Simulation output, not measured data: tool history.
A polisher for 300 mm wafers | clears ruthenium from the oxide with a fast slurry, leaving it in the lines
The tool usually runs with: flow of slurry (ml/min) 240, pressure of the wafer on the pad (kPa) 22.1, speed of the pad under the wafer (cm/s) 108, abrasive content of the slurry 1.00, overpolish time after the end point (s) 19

run	hour	flow of slurry (ml/min)	pressure of the wafer on the pad (kPa)	speed of the pad under the wafer (cm/s)	abrasive content of the slurry	overpolish time after the end point (s)	incoming thickness of the incoming film, nm	time until the end point was called (s)	dishing of a wide line in a test structure (nm)
1	0.0	240	22.1	108	1.00	28	239.1	52.3	58.9
2	28.1	240	22.1	108	1.00	28	239.6	52.8	59.3
3	59.2	240	22.1	108	1.00	19	242.7	53.4	48.9
# hour 83.4: worn pad replaced by a new one
4	85.7	240	22.1	108	1.00	19	236.9	51.4	48.4
# hour 89.6: slurry blender recalibrated
5	139.6	240	22.1	108	1.00	19	242.3	52.2	50.6
6	164.6	240	22.1	108	1.00	19	241.5	52.6	49.6
7	193.9	240	22.1	108	0.80	19	238.5	58.0	46.5
8	222.7	240	22.1	108	0.80	19	237.0	57.2	46.4
9	280.3	240	22.1	108	1.00	19	235.9	51.4	49.3
# hour 283.1: slurry nozzle cleaned
# hour 306.4: worn pad replaced by a new one
10	310.4	240	22.1	108	1.00	19	240.1	51.6	50.7
# hour 329.1: head pressure recalibrated
11	339.7	240	15.2	74	1.20	19	236.6	81.1	37.2
12	512.4	240	25.5	130	0.85	29	240.5	46.1	62.5
# hour 525.4: worn pad replaced by a new one
# hour 555.5: slurry blender recalibrated
13	567.2	210	22.1	126	1.00	19	237.4	47.7	51.3
14	604.4	170	22.1	94	0.85	27	237.9	67.4	51.4
15	659.0	240	22.1	108	1.00	19	238.8	52.7	49.8

Run 16 is up next; what results do you expect?
16	720.7	240	22.1	108	1.00	19	235.1	?	?

{"run 16": {"time until the end point was called (s)": 52.7, "dishing of a wide line in a test structure (nm)": 49.0}}
Had the tool carried no hidden state, the very same run would have given time until the end point was called (s) 53.7, dishing of a wide line in a test structure (nm) 48.5.
